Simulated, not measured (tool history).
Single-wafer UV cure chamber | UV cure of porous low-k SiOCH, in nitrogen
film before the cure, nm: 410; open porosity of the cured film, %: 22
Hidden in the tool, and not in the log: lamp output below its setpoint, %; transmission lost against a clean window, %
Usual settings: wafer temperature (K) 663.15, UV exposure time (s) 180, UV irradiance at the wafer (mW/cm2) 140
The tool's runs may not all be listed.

run,hour,wafer temperature (K),UV exposure time (s),UV irradiance at the wafer (mW/cm2),wafers since the last listed run,hours since the UV bulbs were replaced,wafers since the quartz window was cleaned,loss of film thickness in the cure (%)
1,0,663.15,180,140,0,1231.3,4009,11.548
2,17.7,648.15,180,140,98,1249,4107,10.974
3,35.4,648.15,180,140,98,1266.7,4205,11.188
4,64.9,663.15,180,155,163,1296.2,4369,11.666
5,75.2,663.15,180,155,57,1306.5,4426,11.702
# hour 83.4: quartz window cleaned
6,92.6,663.15,180,140,52,1323.9,51,11.269
# hour 111.1: UV bulbs replaced
7,111.6,663.15,180,140,61,0.5,112,11.283
8,117.2,663.15,180,140,31,6.1,143,11.254
9,131.1,663.15,180,140,77,20,220,11.665

Run 10 comes next. What will it give?
10,144.7,680.15,95,117,75,33.6,295,?

loss of film thickness in the cure (%): 8.225
Without the tool's hidden state the same run would have given loss of film thickness in the cure (%) 8.225.
